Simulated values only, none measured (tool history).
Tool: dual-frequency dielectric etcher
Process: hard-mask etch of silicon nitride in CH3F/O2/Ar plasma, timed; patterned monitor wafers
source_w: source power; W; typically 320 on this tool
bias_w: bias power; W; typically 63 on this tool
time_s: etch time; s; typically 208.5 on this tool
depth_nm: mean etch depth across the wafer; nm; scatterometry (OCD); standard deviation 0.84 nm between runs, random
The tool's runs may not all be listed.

| run | hour | source_w | bias_w | time_s | wafers since the last listed run | hours since the last wet clean | hours since the last source power generator calibration | hours since the last bias power generator calibration | hours since the last upper electrode change | hours since the gauge calibration | read-back reference wafer on the same gauge, depth_nm | depth_nm |
|---|---|---|---|---|---|---|---|---|---|---|---|---|
| 1 | 0.0 | 320 | 63 | 252.0 | 0 | 171.5 | 785.8 | 1671.5 | 4827.9 | 1037.7 | 144.0 | 165.3 |
| 2 | 47.7 | 320 | 63 | 252.0 | 355 | 219.2 | 833.5 | 1719.2 | 4875.6 | 1085.4 | 144.3 | 166.3 |
| 3 | 96.1 | 320 | 63 | 252.0 | 360 | 267.6 | 881.9 | 1767.6 | 4924.0 | 1133.8 | 144.7 | 165.1 |
| 4 | 150.7 | 320 | 56 | 208.5 | 406 | 322.2 | 936.5 | 1822.2 | 4978.6 | 1188.4 | 145.1 | 134.1 |
| 5 | 199.9 | 320 | 63 | 208.5 | 366 | 371.4 | 985.7 | 1871.4 | 5027.8 | 1237.6 | 145.9 | 138.6 |
| 6 | 253.7 | 320 | 63 | 208.5 | 400 | 425.2 | 1039.5 | 1925.2 | 5081.6 | 1291.4 | 146.2 | 137.0 |
|  | 367.2 | upper electrode replaced |
| 7 | 367.7 | 320 | 63 | 208.5 | 670 | 539.2 | 1153.5 | 2039.2 | 0.5 | 1405.4 | 147.2 | 140.2 |
|  | 397.8 | wet clean of the chamber |
| 8 | 418.1 | 320 | 63 | 208.5 | 196 | 20.3 | 1203.9 | 2089.6 | 50.9 | 1455.8 | 147.8 | 140.6 |
| 9 | 516.7 | 290 | 51 | 245.0 | 734 | 118.9 | 1302.5 | 2188.2 | 149.5 | 1554.4 | 148.9 | 153.7 |
| 10 | 585.4 | 400 | 68 | 227.5 | 511 | 187.6 | 1371.2 | 2256.9 | 218.2 | 1623.1 | 149.2 | 170.9 |
| 11 | 687.0 | 400 | 78 | 231.0 | 756 | 289.2 | 1472.8 | 2358.5 | 319.8 | 1724.7 | 150.4 | 179.6 |
| 12 | 731.1 | 300 | 63 | 246.0 | 328 | 333.3 | 1516.9 | 2402.6 | 363.9 | 1768.8 | 151.0 | 164.8 |
|  | 763.9 | bias power generator calibrated |
| 13 | 780.3 | 320 | 75 | 208.5 | 336 | 382.5 | 1566.1 | 16.4 | 413.1 | 1818.0 | 151.6 | 150.7 |
|  | 798.1 | gauge calibrated |
|  | 888.4 | wet clean of the chamber |
| 14 | 888.9 | 320 | 63 | 208.5 | 630 | 0.5 | 1674.7 | 125.0 | 521.7 | 90.8 | 141.6 | 134.3 |
| 15 | 944.7 | 320 | 51 | 184.0 | 415 | 56.3 | 1730.5 | 180.8 | 577.5 | 146.6 | 141.6 | 114.2 |
|  | 996.9 | source power generator calibrated |
| 16 | 1008.1 | 380 | 63 | 208.5 | 442 | 119.7 | 11.2 | 244.2 | 640.9 | 210.0 | 141.7 | 142.0 |
| 17 | 1055.0 | 320 | 63 | 208.5 | 349 | 166.6 | 58.1 | 291.1 | 687.8 | 256.9 | 141.4 | 134.1 |
| 18 | 1093.6 | 320 | 63 | 208.5 | 287 | 205.2 | 96.7 | 329.7 | 726.4 | 295.5 | 141.7 | 134.7 |
| 19 | 1158.5 | 320 | 51 | 184.0 | 483 | 270.1 | 161.6 | 394.6 | 791.3 | 360.4 | 142.0 | 111.9 |
| 20 | 1207.7 | 320 | 63 | 208.5 | 366 | 319.3 | 210.8 | 443.8 | 840.5 | 409.6 | 142.0 | 135.4 |
| 21 | 1278.8 | 370 | 63 | 208.5 | 529 | 390.4 | 281.9 | 514.9 | 911.6 | 480.7 | 142.0 | 142.9 |

Run 22 is up next; what results do you expect?
| 22 | 1340.1 | 320 | 72 | 208.5 | 456 | 451.7 | 343.2 | 576.2 | 972.9 | 542.0 | ? | ? |

read-back reference wafer on the same gauge, depth_nm: 142.5
depth_nm: 140.0 nm
With no hidden state in the tool, this same run would have given depth_nm 138.5 nm.
